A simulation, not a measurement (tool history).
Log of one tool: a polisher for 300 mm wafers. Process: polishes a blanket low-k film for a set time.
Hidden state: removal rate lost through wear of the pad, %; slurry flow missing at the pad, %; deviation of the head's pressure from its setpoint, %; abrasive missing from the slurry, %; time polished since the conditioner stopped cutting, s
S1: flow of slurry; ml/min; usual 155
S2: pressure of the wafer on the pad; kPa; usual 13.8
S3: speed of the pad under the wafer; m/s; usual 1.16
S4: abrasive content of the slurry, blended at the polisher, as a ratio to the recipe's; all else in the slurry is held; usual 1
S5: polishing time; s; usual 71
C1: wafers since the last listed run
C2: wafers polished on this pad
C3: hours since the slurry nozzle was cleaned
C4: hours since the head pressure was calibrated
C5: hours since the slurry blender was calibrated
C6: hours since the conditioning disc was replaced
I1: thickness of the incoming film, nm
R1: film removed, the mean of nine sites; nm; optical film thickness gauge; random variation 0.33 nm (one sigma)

Run 1, day 0: usual settings but S4 0.9; C1 0; C2 2454; C3 561.3; C4 294; C5 38.8; C6 90.2; I1 693.9. Result: R1 25.2 nm.
Run 2, day 3.267: usual settings but S4 0.9; C1 1097; C2 3552; C3 639.7; C4 372.4; C5 117.2; C6 168.6; I1 687.2. Result: R1 25 nm.
Run 3, day 6.762: usual settings but S4 0.9; C1 1174; C2 4726; C3 723.6; C4 456.3; C5 201.1; C6 252.5; I1 704.4. Result: R1 24.5 nm.
At day 7.742: worn pad replaced by a new one.
Run 4, day 9.667: usual settings; C1 919; C2 646; C3 793.3; C4 526; C5 270.8; C6 322.2; I1 682.4. Result: R1 26.7 nm.
At day 10.421: slurry nozzle cleaned.
Run 5, day 14.083: usual settings; C1 1469; C2 2116; C3 87.9; C4 632; C5 376.8; C6 428.2; I1 683.8. Result: R1 29.4 nm.
At day 15.029: conditioning disc replaced and pad reconditioned.
At day 15.567: slurry blender recalibrated.
Run 6, day 16.175: usual settings; C1 646; C2 2762; C3 138.1; C4 682.2; C5 14.6; C6 27.5; I1 689.6. Result: R1 28.4 nm.
Run 7, day 18.529: usual settings; C1 790; C2 3553; C3 194.6; C4 738.7; C5 71.1; C6 84; I1 694.8. Result: R1 28.4 nm.
Run 8, day 20.346: usual settings; C1 610; C2 4163; C3 238.2; C4 782.3; C5 114.7; C6 127.6; I1 695.1. Result: R1 27.9 nm.
Run 9, day 22.967: usual settings; C1 880; C2 5044; C3 301.1; C4 845.2; C5 177.6; C6 190.5; I1 688.3. Result: R1 26.8 nm.
At day 26.571: worn pad replaced by a new one.
Run 10, day 27.108: usual settings; C1 1335; C2 180; C3 400.5; C4 944.6; C5 277; C6 289.9; I1 686.5. Result: R1 28 nm.
Run 11, day 29.729: usual settings; C1 880; C2 1060; C3 463.4; C4 1007.5; C5 339.9; C6 352.8; I1 688.5. Result: R1 27.7 nm.
At day 30.583: conditioning disc replaced and pad reconditioned.
Run 12, day 33.538: usual settings; C1 1251; C2 2312; C3 554.8; C4 1098.9; C5 431.3; C6 70.9; I1 680.9. Result: R1 27.5 nm.
At day 33.796: slurry blender recalibrated.
At day 34.383: head pressure recalibrated.
Run 13, day 37.2: usual settings; C1 1174; C2 3486; C3 642.7; C4 67.6; C5 81.7; C6 158.8; I1 704.7. Result: R1 26.4 nm.
Run 14, day 38.854: usual settings but S5 87 s; C1 555; C2 4042; C3 682.4; C4 107.3; C5 121.4; C6 198.5; I1 690.6. Result: R1 32 nm.
At day 40.462: slurry nozzle cleaned.
Run 15, day 41.304: usual settings but S1 135 ml/min, S2 17.9 kPa, S3 0.98 m/s, S4 1.3; C1 809; C2 4851; C3 20.2; C4 166.1; C5 180.2; C6 257.3; I1 680. Result: R1 35 nm.
At day 42.108: worn pad replaced by a new one.
Run 16, day 44.338: usual settings but S1 125 ml/min; C1 962; C2 748; C3 93; C4 238.9; C5 253; C6 330.1; I1 684.7. Result: R1 27.8 nm.
At day 47.808: conditioning disc replaced and pad reconditioned.
At day 49.946: slurry blender recalibrated.
Run 17, day 55.846: usual settings but S4 1.25, S5 55 s; C1 3809; C2 4558; C3 369.2; C4 515.1; C5 141.6; C6 192.9; I1 692.1. Result: R1 22.4 nm.
Run 18, day 58.183: usual settings but S1 125 ml/min, S4 1.15; C1 785; C2 5343; C3 425.3; C4 571.2; C5 197.7; C6 249; I1 689.7. Result: R1 25.7 nm.
At day 59.275: worn pad replaced by a new one.
Run 19, day 62.042: usual settings but S1 100 ml/min; C1 1240; C2 929; C3 517.9; C4 663.8; C5 290.3; C6 341.6; I1 691.8. Result: R1 23.7 nm.
At day 62.933: conditioning disc replaced and pad reconditioned.
At day 65.038: slurry blender recalibrated.
Run 20, day 65.625: usual settings; C1 1147; C2 2076; C3 603.9; C4 749.8; C5 14.1; C6 64.6; I1 683.3. Result: R1 27 nm.
Run 21, day 67.288: usual settings but S2 12.4 kPa; C1 558; C2 2635; C3 643.8; C4 789.7; C5 54; C6 104.5; I1 684.1. Result: R1 24.1 nm.
At day 67.921: slurry nozzle cleaned.
At day 70.238: head pressure recalibrated.
Run 22, day 71.108: usual settings but S2 11.7 kPa, S4 0.8, S5 84 s; C1 1241; C2 3876; C3 76.5; C4 20.9; C5 145.7; C6 196.2; I1 687.1. Result: R1 27 nm.
Run 23, day 74.912: usual settings; C1 1277; C2 5154; C3 167.8; C4 112.2; C5 237; C6 287.5; I1 689.3. Result: R1 27.6 nm.
Run 24, day 77.121: usual settings; C1 741; C2 5896; C3 220.8; C4 165.2; C5 290; C6 340.5; I1 691.6. Result: R1 27.5 nm.
At day 77.617: worn pad replaced by a new one.
Run 25, day 78.842: usual settings but S1 105 ml/min, S3 0.86 m/s, S5 77 s; C1 522; C2 411; C3 262.1; C4 206.5; C5 331.3; C6 381.8; I1 699.5. Result: R1 22.1 nm.
At day 80.667: conditioning disc replaced and pad reconditioned.
Run 26, day 80.988: usual settings; C1 692; C2 1104; C3 313.6; C4 258; C5 382.8; C6 7.7; I1 692.1. Result: R1 28.7 nm.

Forecast each of these 3 alternatives for the next run:
Run A, day 81.004: usual settings but S5 81 s; C1 5; C2 1109; C3 314; C4 258.4; C5 383.2; C6 8.1; I1 683.5. Result: R1 ?.
Run B, day 81.004: usual settings but S1 205 ml/min, S2 11.7 kPa, S5 82 s; C1 5; C2 1109; C3 314; C4 258.4; C5 383.2; C6 8.1; I1 683.5. Result: R1 ?.
Run C, day 81.004: usual settings but S2 15.9 kPa, S3 0.88 m/s, S5 89 s; C1 5; C2 1109; C3 314; C4 258.4; C5 383.2; C6 8.1; I1 683.5. Result: R1 ?.

run    R1
  A  32.2
  B  29.4
  C  33.3
Without the tool's hidden state the same runs would have given:
run    R1
  A  35.1
  B  31.6
  C  36.4
